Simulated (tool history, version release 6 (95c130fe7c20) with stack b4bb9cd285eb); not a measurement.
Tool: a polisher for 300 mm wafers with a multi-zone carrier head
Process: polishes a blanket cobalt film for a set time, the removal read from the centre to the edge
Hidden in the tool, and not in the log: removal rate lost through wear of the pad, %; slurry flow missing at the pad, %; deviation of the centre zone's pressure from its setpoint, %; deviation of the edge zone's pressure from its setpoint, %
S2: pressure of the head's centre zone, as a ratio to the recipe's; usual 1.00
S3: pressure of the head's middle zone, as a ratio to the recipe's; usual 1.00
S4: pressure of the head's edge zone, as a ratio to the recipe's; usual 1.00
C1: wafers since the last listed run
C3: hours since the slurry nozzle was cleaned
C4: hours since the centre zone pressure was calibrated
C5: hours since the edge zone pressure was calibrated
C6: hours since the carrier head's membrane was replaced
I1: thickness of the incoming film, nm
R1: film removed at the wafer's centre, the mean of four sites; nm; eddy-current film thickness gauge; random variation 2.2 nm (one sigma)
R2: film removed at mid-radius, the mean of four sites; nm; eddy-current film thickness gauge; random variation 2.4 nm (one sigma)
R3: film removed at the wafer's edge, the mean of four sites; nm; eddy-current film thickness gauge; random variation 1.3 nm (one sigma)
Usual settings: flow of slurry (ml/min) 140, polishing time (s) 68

Run 1, hour 0.0: usual settings but polishing time (s) 81; C1 0; wafers polished on this pad 197; C3 817.5; C4 1329.2; C5 1035.4; C6 758.2; I1 1126.8. Result: R1 177.7 nm, R2 190.0 nm, R3 193.4 nm.
Run 2, hour 22.8: usual settings but S3 1.07; C1 122; wafers polished on this pad 319; C3 840.3; C4 1352.0; C5 1058.2; C6 781.0; I1 1134.7. Result: R1 146.4 nm, R2 173.2 nm, R3 160.0 nm.
Run 3, hour 36.9: usual settings; C1 75; wafers polished on this pad 395; C3 854.4; C4 1366.1; C5 1072.3; C6 795.1; I1 1137.4. Result: R1 140.4 nm, R2 160.4 nm, R3 158.1 nm.
Run 4, hour 61.6: usual settings; C1 132; wafers polished on this pad 528; C3 879.1; C4 1390.8; C5 1097.0; C6 819.8; I1 1125.3. Result: R1 139.6 nm, R2 160.7 nm, R3 157.2 nm.
Run 5, hour 89.8: usual settings but S2 1.06, S4 1.10, polishing time (s) 80; C1 151; wafers polished on this pad 680; C3 907.3; C4 1419.0; C5 1125.2; C6 848.0; I1 1152.3. Result: R1 172.6 nm, R2 185.8 nm, R3 194.3 nm.
At hour 104.6: carrier head's membrane replaced by a new one.
At hour 109.0: centre zone pressure recalibrated.
Run 6, hour 118.9: usual settings but flow of slurry (ml/min) 105, S2 1.04; C1 118; wafers polished on this pad 798; C3 936.4; C4 9.9; C5 1154.3; C6 14.3; I1 1161.6. Result: R1 151.7 nm, R2 151.1 nm, R3 151.4 nm.
At hour 153.0: slurry nozzle cleaned.
At hour 154.3: edge zone pressure recalibrated.
At hour 180.1: worn pad replaced by a new one.
Run 7, hour 226.0: usual settings; C1 541; wafers polished on this pad 246; C3 73.0; C4 117.0; C5 71.7; C6 121.4; I1 1136.8. Result: R1 159.3 nm, R2 160.9 nm, R3 162.0 nm.
Run 8, hour 254.6: usual settings but flow of slurry (ml/min) 190; C1 153; wafers polished on this pad 400; C3 101.6; C4 145.6; C5 100.3; C6 150.0; I1 1137.3. Result: R1 161.9 nm, R2 168.2 nm, R3 163.6 nm.
Run 9, hour 287.1: usual settings but S4 0.89; C1 174; wafers polished on this pad 575; C3 134.1; C4 178.1; C5 132.8; C6 182.5; I1 1154.2. Result: R1 154.9 nm, R2 158.0 nm, R3 148.5 nm.
Run 10, hour 303.5: usual settings but flow of slurry (ml/min) 180, S2 0.89, polishing time (s) 79; C1 88; wafers polished on this pad 663; C3 150.5; C4 194.5; C5 149.2; C6 198.9; I1 1139.2. Result: R1 169.9 nm, R2 189.8 nm, R3 186.6 nm.
Run 11, hour 332.8: usual settings; C1 157; wafers polished on this pad 821; C3 179.8; C4 223.8; C5 178.5; C6 228.2; I1 1142.9. Result: R1 154.5 nm, R2 155.8 nm, R3 154.3 nm.
Run 12, hour 360.6: usual settings but flow of slurry (ml/min) 175, S3 0.97, S4 1.07, polishing time (s) 49; C1 149; wafers polished on this pad 970; C3 207.6; C4 251.6; C5 206.3; C6 256.0; I1 1139.4. Result: R1 109.3 nm, R2 110.0 nm, R3 116.9 nm.
Run 13, hour 387.4: usual settings but S2 1.05, S3 1.06, S4 0.96, polishing time (s) 59; C1 144; wafers polished on this pad 1114; C3 234.4; C4 278.4; C5 233.1; C6 282.8; I1 1136.8. Result: R1 132.3 nm, R2 136.5 nm, R3 128.9 nm.
At hour 391.4: worn pad replaced by a new one.
Run 14, hour 412.1: usual settings but flow of slurry (ml/min) 115, S2 1.04, polishing time (s) 89; C1 111; wafers polished on this pad 111; C3 259.1; C4 303.1; C5 257.8; C6 307.5; I1 1128.7. Result: R1 214.0 nm, R2 203.8 nm, R3 212.5 nm.
Run 15, hour 426.1: usual settings; C1 75; wafers polished on this pad 186; C3 273.1; C4 317.1; C5 271.8; C6 321.5; I1 1128.6. Result: R1 158.5 nm, R2 160.9 nm, R3 160.9 nm.
Run 16, hour 459.3: usual settings but flow of slurry (ml/min) 115, S2 1.10, polishing time (s) 74; C1 178; wafers polished on this pad 365; C3 306.3; C4 350.3; C5 305.0; C6 354.7; I1 1138.5. Result: R1 174.3 nm, R2 172.6 nm, R3 170.2 nm.
Run 17, hour 493.3: usual settings; C1 182; wafers polished on this pad 547; C3 340.3; C4 384.3; C5 339.0; C6 388.7; I1 1153.8. Result: R1 155.5 nm, R2 161.3 nm, R3 155.3 nm.
Run 18, hour 527.2: usual settings but flow of slurry (ml/min) 100; C1 182; wafers polished on this pad 730; C3 374.2; C4 418.2; C5 372.9; C6 422.6; I1 1144.6. Result: R1 144.7 nm, R2 150.2 nm, R3 150.8 nm.
Run 19, hour 544.0: usual settings but flow of slurry (ml/min) 190; C1 90; wafers polished on this pad 820; C3 391.0; C4 435.0; C5 389.7; C6 439.4; I1 1145.8. Result: R1 155.6 nm, R2 164.2 nm, R3 157.7 nm.
Run 20, hour 563.4: usual settings; C1 104; wafers polished on this pad 924; C3 410.4; C4 454.4; C5 409.1; C6 458.8; I1 1157.1. Result: R1 152.1 nm, R2 155.7 nm, R3 154.5 nm.
Run 21, hour 582.5: usual settings but polishing time (s) 61; C1 102; wafers polished on this pad 1027; C3 429.5; C4 473.5; C5 428.2; C6 477.9; I1 1134.5. Result: R1 128.5 nm, R2 135.3 nm, R3 136.3 nm.
At hour 595.2: worn pad replaced by a new one.
Run 22, hour 653.4: usual settings but flow of slurry (ml/min) 125, S2 1.10, S3 1.05, S4 1.04; C1 359; wafers polished on this pad 312; C3 500.4; C4 544.4; C5 499.1; C6 548.8; I1 1128.4. Result: R1 159.8 nm, R2 165.7 nm, R3 161.5 nm.

Forecast each of these 4 alternatives for the next run:
Run A, hour 653.9: usual settings but S2 1.04; C1 2; wafers polished on this pad 315; C3 500.9; C4 544.9; C5 499.6; C6 549.3; I1 1145.8. Result: R1 ?, R2 ?, R3 ?.
Run B, hour 653.9: usual settings but S2 0.89, S4 1.07; C1 2; wafers polished on this pad 315; C3 500.9; C4 544.9; C5 499.6; C6 549.3; I1 1145.8. Result: R1 ?, R2 ?, R3 ?.
Run C, hour 653.9: usual settings but S2 0.95; C1 2; wafers polished on this pad 315; C3 500.9; C4 544.9; C5 499.6; C6 549.3; I1 1145.8. Result: R1 ?, R2 ?, R3 ?.
Run D, hour 653.9: usual settings but S4 1.11, polishing time (s) 87; C1 2; wafers polished on this pad 315; C3 500.9; C4 544.9; C5 499.6; C6 549.3; I1 1145.8. Result: R1 ?, R2 ?, R3 ?.

run     R1     R2     R3
  A  158.6  159.3  160.7
  B  141.6  159.4  166.2
  C  148.4  159.3  160.7
  D  197.1  203.8  216.6
Without the tool's hidden state the same runs would have given:
run     R1     R2     R3
  A  169.7  165.9  167.4
  B  151.6  165.9  173.1
  C  158.8  165.9  167.4
  D  210.9  212.2  225.6
